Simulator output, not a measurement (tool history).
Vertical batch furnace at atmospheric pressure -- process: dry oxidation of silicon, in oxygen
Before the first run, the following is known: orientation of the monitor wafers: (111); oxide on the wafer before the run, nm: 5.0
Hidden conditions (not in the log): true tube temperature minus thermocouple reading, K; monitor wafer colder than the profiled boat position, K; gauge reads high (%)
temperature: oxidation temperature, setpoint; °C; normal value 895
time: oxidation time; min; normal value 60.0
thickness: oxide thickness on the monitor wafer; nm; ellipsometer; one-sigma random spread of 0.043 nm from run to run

run	hour	temperature	time	wafers since the last listed run	hours since the last temperature calibration	hours since the boat lift was adjusted	hours since the gauge calibration	read-back reference wafer on the same gauge, thickness	thickness
1	0.0	895	60.0	0	3762.7	5245.5	155.7	33.40	30.12
2	18.1	895	60.0	221	3780.8	5263.6	173.8	33.40	30.19
3	36.2	895	60.0	221	3798.9	5281.7	191.9	33.41	30.10
4	105.7	895	60.0	852	3868.4	5351.2	261.4	33.39	30.28
5	125.5	895	60.0	242	3888.2	5371.0	281.2	33.40	30.27
6	154.6	895	60.0	356	3917.3	5400.1	310.3	33.39	30.29
7	167.4	895	60.0	156	3930.1	5412.9	323.1	33.40	30.17
8	179.7	886	40.5	150	3942.4	5425.2	335.4	33.41	21.79
# hour 184.5: gauge calibrated
9	199.0	886	40.5	236	3961.7	5444.5	14.5	33.38	21.82
10	221.3	886	40.5	273	3984.0	5466.8	36.8	33.41	21.77
11	236.8	920	60.0	190	3999.5	5482.3	52.3	33.40	38.06
12	256.5	895	74.0	241	4019.2	5502.0	72.0	33.40	34.61
13	271.1	895	60.0	178	4033.8	5516.6	86.6	33.40	30.26
# hour 301.8: thermocouples replaced and temperature profile calibrated
14	302.3	913	35.0	88	0.5	5547.8	117.8	33.40	24.38
15	324.8	875	40.5	275	23.0	5570.3	140.3	33.40	18.88
# hour 369.5: boat lift adjusted
16	370.0	895	35.5	259	68.2	0.5	185.5	33.40	20.92
17	375.6	876	60.0	68	73.8	6.1	191.1	33.42	24.24
18	388.5	895	60.0	158	86.7	19.0	204.0	33.40	29.03
19	410.5	912	60.0	269	108.7	41.0	226.0	33.41	33.95
20	437.8	873	60.0	334	136.0	68.3	253.3	33.42	23.63
21	462.5	914	75.5	302	160.7	93.0	278.0	33.40	40.15

Difference, measured minus no-hidden-state, one row per run. Run-to-run variation is common to both terms; the gauge's own scatter need not be:
run	thickness
1	+1.23
2	+1.24
3	+1.23
4	+1.27
5	+1.28
6	+1.28
7	+1.28
8	+0.91
9	+0.91
10	+0.92
11	+1.59
12	+1.52
13	+1.31
14	+0.00
15	+0.01
16	+0.02
17	+0.02
18	+0.03
19	+0.04
20	+0.04
21	+0.07

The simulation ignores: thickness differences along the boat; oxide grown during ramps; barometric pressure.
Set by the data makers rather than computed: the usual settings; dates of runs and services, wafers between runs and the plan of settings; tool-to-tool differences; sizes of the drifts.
